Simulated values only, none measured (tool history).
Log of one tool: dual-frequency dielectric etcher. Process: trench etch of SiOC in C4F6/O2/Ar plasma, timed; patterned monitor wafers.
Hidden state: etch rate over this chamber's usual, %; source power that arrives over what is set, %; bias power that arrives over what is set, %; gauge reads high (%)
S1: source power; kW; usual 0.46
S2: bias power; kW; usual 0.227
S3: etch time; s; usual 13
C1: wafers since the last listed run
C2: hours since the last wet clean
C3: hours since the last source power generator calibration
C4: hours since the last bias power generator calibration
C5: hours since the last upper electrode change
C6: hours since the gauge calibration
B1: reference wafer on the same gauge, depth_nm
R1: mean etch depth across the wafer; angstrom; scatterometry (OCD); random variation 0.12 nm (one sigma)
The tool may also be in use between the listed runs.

run	hour	S1	S2	S3	C1	C2	C3	C4	C5	C6	B1	R1
1	0	0.4	0.227	13	0	174.2	3189.7	1291.5	1785.4	80.3	24.78	273.1
2	31.7	0.46	0.256	13	463	205.9	3221.4	1323.2	1817.1	112	24.79	301.3
3	70.9	0.46	0.256	13	573	245.1	3260.6	1362.4	1856.3	151.2	24.8	303.3
4	113.4	0.46	0.256	13	621	287.6	3303.1	1404.9	1898.8	193.7	24.81	302.7
5	171.5	0.5	0.227	13	849	345.7	3361.2	1463	1956.9	251.8	24.77	298
6	234.9	0.5	0.227	13	927	409.1	3424.6	1526.4	2020.3	315.2	24.79	300
7	261.7	0.55	0.227	13	392	435.9	3451.4	1553.2	2047.1	342	24.79	311.8
8	305.7	0.55	0.227	13	643	479.9	3495.4	1597.2	2091.1	386	24.82	313.4
# hour 352.5: wet clean of the chamber
9	356.2	0.46	0.201	11.5	387	3.7	3545.9	1647.7	2141.6	436.5	24.79	240.1
10	388.9	0.46	0.201	11.5	478	36.4	3578.6	1680.4	2174.3	469.2	24.81	241.8
# hour 414.9: source power generator calibrated
# hour 434.2: upper electrode replaced
11	447.6	0.46	0.201	11.5	517	95.1	32.7	1739.1	13.4	527.9	24.8	241.6
# hour 475.2: gauge calibrated
12	485.7	0.46	0.227	11.5	557	133.2	70.8	1777.2	51.5	10.5	24.83	254.1
13	546.1	0.46	0.227	11.5	883	193.6	131.2	1837.6	111.9	70.9	24.81	254.7
# hour 571: bias power generator calibrated
14	593.6	0.46	0.227	11.5	636	241.1	178.7	22.6	159.4	118.4	24.82	255.4
15	623.3	0.46	0.227	13	434	270.8	208.4	52.3	189.1	148.1	24.8	287.2
16	686.8	0.51	0.178	10	928	334.3	271.9	115.8	252.6	211.6	24.79	213.4
17	720.7	0.46	0.19	13	495	368.2	305.8	149.7	286.5	245.5	24.8	271.7
18	789.3	0.49	0.194	10	1003	436.8	374.4	218.3	355.1	314.1	24.81	215.3
# hour 832: wet clean of the chamber
19	832.5	0.46	0.227	13	280	0.5	417.6	261.5	398.3	357.3	24.8	286.7
20	868.4	0.46	0.248	13	525	36.4	453.5	297.4	434.2	393.2	24.8	296.6
21	904	0.5	0.227	13	520	72	489.1	333	469.8	428.8	24.79	295
22	928.1	0.57	0.227	16.5	352	96.1	513.2	357.1	493.9	452.9	24.81	396.3
23	971.5	0.46	0.252	10	634	139.5	556.6	400.5	537.3	496.3	24.78	230.8
24	1001.3	0.46	0.175	10.5	435	169.3	586.4	430.3	567.1	526.1	24.8	210.5
# hour 1048.1: gauge calibrated
25	1069	0.46	0.227	13	990	237	654.1	498	634.8	20.9	24.84	290.2
26	1097.5	0.57	0.196	14	416	265.5	682.6	526.5	663.3	49.4	24.77	320.5
27	1128.8	0.53	0.227	13	457	296.8	713.9	557.8	694.6	80.7	24.8	306.3
28	1182.8	0.51	0.271	14	789	350.8	767.9	611.8	748.6	134.7	24.82	347.4

Forecast each of these 4 alternatives for the next run:
A	1183.2	0.46	0.227	13	5	351.2	768.3	612.2	749	135.1	?	?
B	1183.2	0.54	0.26	17	5	351.2	768.3	612.2	749	135.1	?	?
C	1183.2	0.37	0.227	17	5	351.2	768.3	612.2	749	135.1	?	?
D	1183.2	0.58	0.174	15	5	351.2	768.3	612.2	749	135.1	?	?

run	B1	R1
A	24.8	287.8
B	24.8	422.4
C	24.8	343.9
D	24.8	332.6
Without the tool's hidden state the same runs would have given:
run	R1
A	284
B	416.7
C	339.2
D	328.1
